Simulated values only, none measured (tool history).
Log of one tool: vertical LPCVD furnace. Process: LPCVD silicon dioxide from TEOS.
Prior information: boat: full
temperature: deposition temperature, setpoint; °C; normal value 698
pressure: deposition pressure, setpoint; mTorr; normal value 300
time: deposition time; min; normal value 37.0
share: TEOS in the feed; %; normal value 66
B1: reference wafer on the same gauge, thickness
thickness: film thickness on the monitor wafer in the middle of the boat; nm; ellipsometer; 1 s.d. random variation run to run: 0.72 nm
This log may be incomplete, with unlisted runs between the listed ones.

Run 1, hour 0.0: usual settings; B1 223.82. Result: thickness 246.96 nm.
Run 2, hour 71.9: usual settings; B1 224.07. Result: thickness 245.79 nm.
Run 3, hour 137.7: usual settings; B1 224.34. Result: thickness 245.09 nm.
Run 4, hour 238.9: usual settings; B1 223.99. Result: thickness 244.12 nm.
Run 5, hour 272.9: usual settings but temperature 695 °C; B1 224.18. Result: thickness 228.91 nm.
Run 6, hour 307.1: usual settings; B1 223.99. Result: thickness 244.70 nm.
Run 7, hour 373.0: usual settings; B1 224.03. Result: thickness 245.77 nm.
Run 8, hour 472.4: usual settings; B1 224.02. Result: thickness 245.22 nm.
Run 9, hour 511.3: usual settings; B1 223.95. Result: thickness 243.79 nm.
Run 10, hour 578.6: usual settings but time 31.5 min; B1 223.82. Result: thickness 207.85 nm.
Run 11, hour 607.9: usual settings but time 31.5 min; B1 223.87. Result: thickness 206.69 nm.
At hour 653.3: TEOS flow controller replaced.
Run 12, hour 653.8: usual settings but time 31.5 min; B1 224.38. Result: thickness 207.35 nm.
Run 13, hour 690.4: usual settings; B1 224.17. Result: thickness 244.95 nm.
Run 14, hour 747.9: usual settings; B1 224.09. Result: thickness 244.94 nm.
At hour 781.2: pressure gauge zeroed.
Run 15, hour 781.7: usual settings but temperature 704 °C; B1 224.04. Result: thickness 287.47 nm.
Run 16, hour 831.3: usual settings but temperature 694 °C, share 76 %; B1 224.03. Result: thickness 243.94 nm.
Run 17, hour 860.3: usual settings but share 58 %; B1 224.21. Result: thickness 233.35 nm.
Run 18, hour 914.9: usual settings but pressure 260 mTorr, share 54 %; B1 223.98. Result: thickness 210.28 nm.

For run 19, what comes out?
Run 19, hour 958.8: usual settings; B1 ?. Result: thickness ?.

{"run 19": {"B1": 224.02, "thickness": 250.02}}
If the tool had no hidden condition, the same run with the same run-to-run variation would have returned thickness 250.33 nm.
